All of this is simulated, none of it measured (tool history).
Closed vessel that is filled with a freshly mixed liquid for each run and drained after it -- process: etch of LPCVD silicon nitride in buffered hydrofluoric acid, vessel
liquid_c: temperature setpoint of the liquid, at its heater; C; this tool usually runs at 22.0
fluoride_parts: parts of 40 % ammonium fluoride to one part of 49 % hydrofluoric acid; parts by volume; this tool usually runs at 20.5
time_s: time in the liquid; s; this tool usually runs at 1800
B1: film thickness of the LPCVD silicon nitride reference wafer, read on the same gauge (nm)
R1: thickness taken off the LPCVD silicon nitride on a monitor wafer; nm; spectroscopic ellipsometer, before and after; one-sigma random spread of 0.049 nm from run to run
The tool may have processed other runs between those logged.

Run 1, hour 0.0: usual settings but liquid_c 23.0 C; B1 129.98. Result: R1 12.48 nm.
Run 2, hour 53.5: usual settings; B1 130.00. Result: R1 11.80 nm.
Run 3, hour 94.7: usual settings; B1 130.00. Result: R1 11.78 nm.
At hour 132.9: thermometer replaced.
Run 4, hour 136.7: usual settings but fluoride_parts 27.0 parts by volume; B1 130.00. Result: R1 9.37 nm.
Run 5, hour 189.3: usual settings but fluoride_parts 27.0 parts by volume; B1 129.97. Result: R1 9.44 nm.
Run 6, hour 220.9: usual settings but fluoride_parts 27.0 parts by volume; B1 129.99. Result: R1 9.45 nm.
Run 7, hour 248.6: usual settings but time_s 1385 s; B1 129.95. Result: R1 8.83 nm.
Run 8, hour 274.5: usual settings; B1 130.02. Result: R1 11.41 nm.
Run 9, hour 336.8: usual settings; B1 130.00. Result: R1 11.37 nm.
Run 10, hour 394.5: usual settings; B1 129.99. Result: R1 11.44 nm.
At hour 486.4: hydrofluoric acid flow meter replaced.
Run 11, hour 513.3: usual settings but time_s 1010 s; B1 129.99. Result: R1 6.90 nm.
Run 12, hour 548.6: usual settings but time_s 1010 s; B1 129.99. Result: R1 6.91 nm.
Run 13, hour 604.6: usual settings but fluoride_parts 25.5 parts by volume, time_s 2035 s; B1 130.01. Result: R1 12.01 nm.
Run 14, hour 667.0: usual settings but fluoride_parts 25.5 parts by volume, time_s 2035 s; B1 130.00. Result: R1 11.97 nm.
Run 15, hour 716.6: usual settings; B1 130.00. Result: R1 12.34 nm.
Run 16, hour 745.3: usual settings but time_s 2345 s; B1 130.01. Result: R1 16.03 nm.
Run 17, hour 816.3: usual settings but fluoride_parts 25.5 parts by volume, time_s 2220 s; B1 129.95. Result: R1 13.11 nm.
Run 18, hour 887.2: usual settings but time_s 1020 s; B1 129.98. Result: R1 6.95 nm.
At hour 933.4: thermometer replaced.
Run 19, hour 943.1: usual settings; B1 130.06. Result: R1 11.90 nm.
Run 20, hour 1010.1: usual settings but liquid_c 18.0 C, time_s 2155 s; B1 129.97. Result: R1 11.40 nm.
At hour 1019.5: gauge calibrated.
Run 21, hour 1039.4: usual settings but liquid_c 19.5 C; B1 129.97. Result: R1 10.44 nm.
Run 22, hour 1108.4: usual settings but liquid_c 18.0 C, fluoride_parts 24.0 parts by volume; B1 130.00. Result: R1 8.57 nm.
Run 23, hour 1167.7: usual settings but fluoride_parts 16.5 parts by volume; B1 129.95. Result: R1 14.68 nm.
Run 24, hour 1213.0: usual settings but fluoride_parts 14.5 parts by volume; B1 130.06. Result: R1 16.50 nm.
Run 25, hour 1261.3: usual settings but liquid_c 20.5 C, fluoride_parts 23.0 parts by volume, time_s 2105 s; B1 130.02. Result: R1 11.90 nm.
Run 26, hour 1288.4: usual settings but liquid_c 18.5 C, fluoride_parts 24.0 parts by volume, time_s 2550 s; B1 130.01. Result: R1 12.56 nm.
Run 27, hour 1345.2: usual settings but fluoride_parts 25.0 parts by volume, time_s 765 s; B1 130.01. Result: R1 4.45 nm.
Run 28, hour 1402.8: usual settings; B1 130.01. Result: R1 11.97 nm.
Run 29, hour 1466.7: usual settings but liquid_c 23.5 C, fluoride_parts 16.5 parts by volume, time_s 2710 s; B1 130.01. Result: R1 23.71 nm.
Run 30, hour 1499.1: usual settings; B1 130.01. Result: R1 12.01 nm.

Exercise: give the hidden state of the tool at every run:
gauge reads high (%): 0 across all the runs
H1: liquid hotter than its thermometer reads (K)
H2: hydrofluoric acid flow below the setpoint (%)
run      H1     H2
  1    0.52   8.18
  2   0.551   8.46
  3   0.575   8.67
  4  0.0191   8.89
  5  0.0499   9.16
  6  0.0684   9.32
  7  0.0846   9.46
  8  0.0997    9.6
  9   0.136   9.92
 10    0.17   10.2
 11   0.239  0.277
 12    0.26  0.459
 13   0.293  0.748
 14   0.329   1.07
 15   0.358   1.32
 16   0.375   1.47
 17   0.417   1.84
 18   0.458    2.2
 19  0.0207   2.49
 20    0.06   2.84
 21  0.0771   2.99
 22   0.117   3.34
 23   0.152   3.65
 24   0.179   3.88
 25   0.207   4.13
 26   0.223   4.27
 27   0.256   4.56
 28    0.29   4.86
 29   0.327   5.19
 30   0.346   5.35

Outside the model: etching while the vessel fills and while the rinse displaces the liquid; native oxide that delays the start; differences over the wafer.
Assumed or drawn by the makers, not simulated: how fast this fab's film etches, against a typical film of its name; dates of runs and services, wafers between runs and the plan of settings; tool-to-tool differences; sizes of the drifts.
